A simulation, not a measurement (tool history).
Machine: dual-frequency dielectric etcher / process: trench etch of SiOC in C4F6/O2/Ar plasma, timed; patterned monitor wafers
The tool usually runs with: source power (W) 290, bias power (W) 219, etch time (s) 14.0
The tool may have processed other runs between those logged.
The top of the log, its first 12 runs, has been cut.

| run | hour | source power (W) | bias power (W) | etch time (s) | read-back reference wafer on the same gauge, depth_nm | mean etch depth across the wafer (Å) |
|---|---|---|---|---|---|---|
| 13 | 536.3 | 290 | 219 | 15.0 | 23.10 | 286.7 |
| 14 | 606.8 | 290 | 219 | 15.0 | 23.10 | 288.1 |
|  | 640.7 | upper electrode replaced |
| 15 | 666.8 | 290 | 219 | 14.0 | 23.10 | 268.3 |
| 16 | 691.9 | 240 | 271 | 12.0 | 23.12 | 238.4 |
|  | 737.5 | source power generator calibrated |
|  | 775.9 | wet clean of the chamber |
| 17 | 776.4 | 290 | 219 | 14.0 | 23.10 | 272.2 |
| 18 | 793.7 | 230 | 177 | 12.5 | 23.10 | 202.1 |
| 19 | 820.0 | 290 | 273 | 10.0 | 23.11 | 217.2 |
| 20 | 870.0 | 290 | 200 | 14.0 | 23.10 | 259.9 |
|  | 1038.1 | bias power generator calibrated |
| 21 | 1038.6 | 260 | 265 | 10.0 | 23.11 | 210.9 |
|  | 1131.9 | gauge calibrated |
| 22 | 1190.3 | 270 | 219 | 14.0 | 23.12 | 271.3 |
| 23 | 1252.1 | 330 | 242 | 12.5 | 23.10 | 273.4 |
| 24 | 1294.4 | 290 | 219 | 14.0 | 23.10 | 278.2 |
| 25 | 1330.4 | 340 | 190 | 16.0 | 23.09 | 314.5 |
|  | 1374.3 | wet clean of the chamber |
| 26 | 1374.8 | 290 | 256 | 13.0 | 23.08 | 278.3 |
| 27 | 1404.6 | 290 | 219 | 14.0 | 23.09 | 279.0 |
| 28 | 1431.2 | 230 | 183 | 10.5 | 23.10 | 176.0 |
| 29 | 1464.2 | 230 | 219 | 10.5 | 23.09 | 192.8 |
| 30 | 1503.7 | 290 | 219 | 14.0 | 23.11 | 278.1 |
| 31 | 1574.1 | 240 | 219 | 17.5 | 23.11 | 325.1 |

Below are 3 alternative next runs, each starting from the tool's condition after run 31. Predict each:
| A | 1574.5 | 290 | 219 | 14.0 | ? | ? |
| B | 1574.5 | 290 | 196 | 15.0 | ? | ? |
| C | 1574.5 | 240 | 167 | 12.0 | ? | ? |

| run | read-back reference wafer on the same gauge, depth_nm | mean etch depth across the wafer (Å) |
|---|---|---|
| A | 23.11 | 277.2 |
| B | 23.11 | 280.9 |
| C | 23.11 | 193.4 |
Without the tool's hidden state the same runs would have given:
| run | mean etch depth across the wafer (Å) |
|---|---|
| A | 277.6 |
| B | 281.3 |
| C | 193.6 |
